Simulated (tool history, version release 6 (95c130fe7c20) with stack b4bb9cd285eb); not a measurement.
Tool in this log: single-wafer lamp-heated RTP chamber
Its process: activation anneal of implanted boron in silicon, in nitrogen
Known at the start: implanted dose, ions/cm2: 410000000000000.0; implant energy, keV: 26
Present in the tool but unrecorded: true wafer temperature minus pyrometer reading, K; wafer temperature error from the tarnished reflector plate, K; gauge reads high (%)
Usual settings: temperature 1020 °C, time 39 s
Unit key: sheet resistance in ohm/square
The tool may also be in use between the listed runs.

run,hour,temperature,time,wafers since the last listed run,wafers since the last pyrometer calibration,wafers since the reflector plate was cleaned,hours since the gauge calibration,"read-back reference wafer on the same gauge, sheet resistance",sheet resistance
1,0,1020,39,0,3053,5401,1310.7,205.94,234.87
2,53.7,1020,39,421,3475,5823,1364.4,205.98,234.96
3,106.2,1020,39,412,3887,6235,1416.9,205.99,234.29
4,151.8,1020,39,358,4245,6594,1462.5,206,234.3
# hour 169.1: pyrometer window cleaned and pyrometer calibrated, repeated, since the last time left the tool worse
5,214.3,1020,39,428,355,7022,1525,205.9,236.68
6,242.3,1020,39,219,575,7241,1553,205.99,236.09
7,284.4,1029,39,330,905,7572,1595.1,206.03,234.69
8,313.5,1029,39,228,1134,7801,1624.2,206.03,235.05
9,356.3,1029,39,336,1470,8137,1667,206.07,235.26
# hour 402.7: reflector plate cleaned
10,414.6,1020,47,395,1865,93,1725.3,206.06,234.71
11,483.6,1020,47,541,2407,635,1794.3,205.98,234.95
12,527.2,1020,39,342,2749,978,1837.9,206.01,235.6
13,562.8,1020,39,279,3029,1257,1873.5,206.01,235.82
# hour 611.3: pyrometer window cleaned and pyrometer calibrated
14,631.7,1020,31,478,160,1736,1942.4,206.06,236.96
15,697.2,1028,57,514,674,2250,2007.9,206.03,233.95
16,737.3,1020,39,314,989,2565,2048,205.97,235.8
17,807,1020,39,547,1537,3113,2117.7,205.97,236.47
18,838.6,1048,58,248,1785,3361,2149.3,205.98,232.56
19,863.5,1000,30,195,1980,3556,2174.2,206.01,240.87
# hour 964.2: gauge calibrated
20,1003.4,1037,39,1098,3079,4655,39.2,206,233.81
21,1058.7,1035,57,434,3514,5090,94.5,206.05,232.18
# hour 1089.9: pyrometer window cleaned and pyrometer calibrated
22,1123.6,1028,57,446,264,5536,159.4,206.07,234.27
23,1166.4,1020,59,336,600,5873,202.2,205.97,234.91
24,1200.3,1046,48,266,866,6139,236.1,205.96,232.55
25,1242.1,1002,62,328,1195,6467,277.9,205.96,238.56
26,1289.1,1020,51,369,1564,6836,324.9,205.93,235.2
27,1326.8,1050,30,296,1860,7132,362.6,205.98,234.25
28,1394.2,1020,39,529,2389,7662,430,205.9,235.93
# hour 1412.5: reflector plate cleaned
29,1445.2,1043,47,337,2727,256,481,206.01,232.97
30,1493.3,1000,58,377,3105,634,529.1,206.11,237.79
# hour 1522.7: pyrometer window cleaned and pyrometer calibrated
31,1523.2,1020,39,172,4,806,559,205.94,236.24
32,1580.1,1029,39,446,451,1253,615.9,205.9,234.65
33,1616.9,1020,39,289,740,1542,652.7,206,235.79
34,1657,1050,39,314,1055,1857,692.8,205.94,233.09
35,1690.3,1020,39,261,1316,2119,726.1,205.95,236.15
36,1725.4,999,39,275,1592,2394,761.2,206.02,240.06
37,1765.2,1045,39,312,1904,2707,801,205.98,233.36

Entry by entry between the runs, the difference in hidden state between the last listed run before and the first listed run after:
Runs 4 to 5: pyrometer window cleaned and pyrometer calibrated, repeated, since the last time left the tool worse (hour 169.1)
  true wafer temperature minus pyrometer reading, K: 15.5 -> 0.0496
  what was measured, less what the result would be without the hidden state, sheet resistance: -1.84 -> -0.01 ohm/square
Runs 9 to 10: reflector plate cleaned (hour 402.7)
  true wafer temperature minus pyrometer reading, K: 0.818 -> 1.41
  what was measured, less what the result would be without the hidden state, sheet resistance: -0.09 -> -0.2 ohm/square
Runs 13 to 14: pyrometer window cleaned and pyrometer calibrated (hour 611.3)
  true wafer temperature minus pyrometer reading, K: 3.61 -> 0.208
  what was measured, less what the result would be without the hidden state, sheet resistance: -0.5 -> -0.03 ohm/square
Runs 19 to 20: gauge calibrated (hour 964.2)
  true wafer temperature minus pyrometer reading, K: 1.68 -> 3.78
  what was measured, less what the result would be without the hidden state, sheet resistance: -0.56 -> -0.33 ohm/square
Runs 21 to 22: pyrometer window cleaned and pyrometer calibrated (hour 1089.9)
  true wafer temperature minus pyrometer reading, K: 4.86 -> 0.533
  what was measured, less what the result would be without the hidden state, sheet resistance: -0.43 -> -0.06 ohm/square
Runs 28 to 29: reflector plate cleaned (hour 1412.5)
  true wafer temperature minus pyrometer reading, K: 2.66 -> 3.44
  what was measured, less what the result would be without the hidden state, sheet resistance: -0.37 -> -0.25 ohm/square
Runs 30 to 31: pyrometer window cleaned and pyrometer calibrated (hour 1522.7)
  true wafer temperature minus pyrometer reading, K: 4.29 -> 1.36
  what was measured, less what the result would be without the hidden state, sheet resistance: -1.19 -> -0.2 ohm/square
